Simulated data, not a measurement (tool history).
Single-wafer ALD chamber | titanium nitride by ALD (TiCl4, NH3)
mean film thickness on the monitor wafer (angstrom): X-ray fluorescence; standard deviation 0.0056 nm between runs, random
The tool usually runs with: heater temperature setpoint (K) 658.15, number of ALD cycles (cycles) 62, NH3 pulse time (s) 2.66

run    hour  heater temperature setpoint (K)  number of ALD cycles (cycles)  NH3 pulse time (s)  read-back reference wafer on the same gauge, thickness_nm  mean film thickness on the monitor wafer (angstrom)
  1       0                           658.15                             62                2.66                                                      1.469                                                14.04
  2      62                           658.15                             62                2.66                                                       1.47                                                14.08
  3   103.7                           658.15                             62                2.66                                                       1.47                                                14.04
  4   144.2                           658.15                             62                2.66                                                       1.47                                                14.02
  5   224.9                           658.15                             62                2.66                                                      1.472                                                14.05
  6   267.7                           658.15                             62                2.66                                                       1.47                                                14.06
  7   310.2                           658.15                             62                2.66                                                      1.471                                                13.97
  8   400.9                           658.15                             62                2.66                                                      1.472                                                13.99
  9   468.2                           658.15                             62                2.66                                                      1.472                                                14.01
 10   528.5                           658.15                             62                2.66                                                       1.47                                                14.12
 11   622.9                           658.15                             54                2.66                                                      1.469                                                 12.3
 12   685.5                           658.15                             54                2.66                                                      1.468                                                12.24
 13     724                           658.15                             62                2.66                                                      1.472                                                14.08
 14   763.9                           658.15                             66                2.66                                                      1.469                                                14.99
 15   850.8                           658.15                             66                2.66                                                       1.47                                                14.96
 16   918.9                           644.15                             62                2.66                                                      1.469                                                13.85
 17   968.3                           658.15                             62                2.66                                                      1.472                                                14.03
 18  1066.9                           658.15                             62                2.66                                                      1.469                                                14.03
 19  1122.1                           650.15                             73                1.94                                                      1.472                                                16.16
 20  1193.5                           658.15                             62                2.66                                                      1.472                                                14.03
 21  1297.2                           667.15                             62                2.66                                                      1.469                                                14.21
 22  1400.4                           650.15                             73                3.47                                                       1.47                                                16.75
 23  1468.1                           658.15                             62                2.66                                                      1.471                                                14.05
 24  1516.3                           658.15                             62                2.66                                                      1.469                                                13.97
 25    1577                           658.15                             62                2.66                                                      1.471                                                14.03
 26  1783.1                           658.15                             53                2.66                                                      1.469                                                12.07
 27  1885.8                           654.15                             71                2.66                                                       1.47                                                16.03
 28    1968                           652.15                             67                2.95                                                      1.472                                                15.37
 29  2043.5                           671.15                             67                2.98                                                      1.473                                                15.39
 30  2132.9                           644.15                             62                2.94                                                       1.47                                                13.95
 31  2215.6                           653.15                             62                3.08                                                      1.473                                                14.07
 32  2324.3                           658.15                             62                2.66                                                       1.47                                                14.08
 33  2419.5                           658.15                             55                2.66                                                       1.47                                                12.49
 34  2712.1                           650.15                             62                2.16                                                      1.471                                                13.81
 35  2803.2                           658.15                             65                2.66                                                      1.468                                                14.76
 36  2883.8                           658.15                             62                2.66                                                      1.468                                                14.06
 37  2942.4                           650.15                             62                3.66                                                      1.468                                                14.16
 38  3003.4                           650.15                             73                3.47                                                       1.47                                                16.79
 39  3095.4                           658.15                             62                2.66                                                      1.468                                                14.02

Between the runs listed above, the log contained 4 entries, not reproduced here. Where in the sequence does each belong, and how does what the log doesn't record of the tool's condition differ from the listed run before to the listed run after?
From run 21 to run 22: thermocouple changed; heater temperature recalibrated (hour 1327.3)
  the hidden state is the same at both runs
From run 22 to run 23: gauge calibrated (hour 1423.6)
  the hidden state is the same at both runs
From run 24 to run 25: showerhead replaced (hour 1549.9)
  the hidden state is the same at both runs
From run 35 to run 36: thermocouple changed; heater temperature recalibrated (hour 2835.3)
  the hidden state is the same at both runs
